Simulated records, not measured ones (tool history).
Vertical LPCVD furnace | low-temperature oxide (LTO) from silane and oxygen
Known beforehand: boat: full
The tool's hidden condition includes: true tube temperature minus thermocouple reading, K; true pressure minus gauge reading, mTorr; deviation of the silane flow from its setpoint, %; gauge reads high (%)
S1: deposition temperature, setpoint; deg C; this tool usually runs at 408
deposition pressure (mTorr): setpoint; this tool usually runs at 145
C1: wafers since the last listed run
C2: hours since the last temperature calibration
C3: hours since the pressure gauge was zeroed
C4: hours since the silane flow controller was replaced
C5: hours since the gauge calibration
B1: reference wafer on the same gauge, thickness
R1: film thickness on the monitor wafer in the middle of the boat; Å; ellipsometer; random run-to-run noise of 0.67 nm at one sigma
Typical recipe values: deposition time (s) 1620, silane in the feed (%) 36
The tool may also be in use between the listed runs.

Run 1, hour 0.0: usual settings but deposition time (s) 2130; C1 0; C2 1959.4; C3 3555.0; C4 2087.7; C5 460.1; B1 139.00. Result: R1 1993.3 Å.
Run 2, hour 57.8: usual settings but deposition pressure (mTorr) 135; C1 1103; C2 2017.2; C3 3612.8; C4 2145.5; C5 517.9; B1 138.92. Result: R1 1413.6 Å.
Run 3, hour 153.4: usual settings but deposition pressure (mTorr) 135; C1 1825; C2 2112.8; C3 3708.4; C4 2241.1; C5 613.5; B1 139.14. Result: R1 1419.5 Å.
Run 4, hour 202.1: usual settings but deposition pressure (mTorr) 135; C1 929; C2 2161.5; C3 3757.1; C4 2289.8; C5 662.2; B1 139.10. Result: R1 1413.7 Å.
Run 5, hour 261.5: usual settings but S1 413 deg C; C1 1134; C2 2220.9; C3 3816.5; C4 2349.2; C5 721.6; B1 138.98. Result: R1 1614.9 Å.
At hour 332.8: pressure gauge zeroed.
At hour 365.4: silane flow controller replaced.
At hour 381.5: thermocouples replaced and temperature profile calibrated.
Run 6, hour 382.0: usual settings but deposition pressure (mTorr) 125, deposition time (s) 2100; C1 1077; C2 0.5; C3 49.2; C4 16.6; C5 842.1; B1 139.02. Result: R1 1607.9 Å.
Run 7, hour 425.4: usual settings but deposition pressure (mTorr) 125, deposition time (s) 2100; C1 828; C2 43.9; C3 92.6; C4 60.0; C5 885.5; B1 139.04. Result: R1 1610.7 Å.
Run 8, hour 528.5: usual settings but deposition pressure (mTorr) 125, deposition time (s) 2100; C1 1968; C2 147.0; C3 195.7; C4 163.1; C5 988.6; B1 139.00. Result: R1 1618.0 Å.
At hour 561.1: gauge calibrated.
Run 9, hour 583.1: usual settings; C1 1042; C2 201.6; C3 250.3; C4 217.7; C5 22.0; B1 138.86. Result: R1 1457.6 Å.
Run 10, hour 623.1: usual settings but silane in the feed (%) 39; C1 763; C2 241.6; C3 290.3; C4 257.7; C5 62.0; B1 138.98. Result: R1 1611.4 Å.
Run 11, hour 662.0: usual settings; C1 742; C2 280.5; C3 329.2; C4 296.6; C5 100.9; B1 138.99. Result: R1 1461.1 Å.
Run 12, hour 701.3: usual settings but S1 411 deg C, deposition pressure (mTorr) 110, deposition time (s) 1800, silane in the feed (%) 34; C1 750; C2 319.8; C3 368.5; C4 335.9; C5 140.2; B1 138.82. Result: R1 1174.7 Å.
Run 13, hour 808.4: usual settings but deposition time (s) 960; C1 2045; C2 426.9; C3 475.6; C4 443.0; C5 247.3; B1 139.14. Result: R1 861.6 Å.
Run 14, hour 915.2: usual settings but S1 401 deg C, deposition pressure (mTorr) 125; C1 2039; C2 533.7; C3 582.4; C4 549.8; C5 354.1; B1 139.07. Result: R1 1165.8 Å.

Run 15, settings as shown, results not yet in. Your forecast:
Run 15, hour 1011.6: usual settings but S1 411 deg C, deposition pressure (mTorr) 155; C1 1840; C2 630.1; C3 678.8; C4 646.2; C5 450.5; B1 ?. Result: R1 ?.

{"run 15": {"B1": 138.99, "R1": 1626.2}}
With no hidden state in the tool, this same run would have given R1 1608.1 Å.
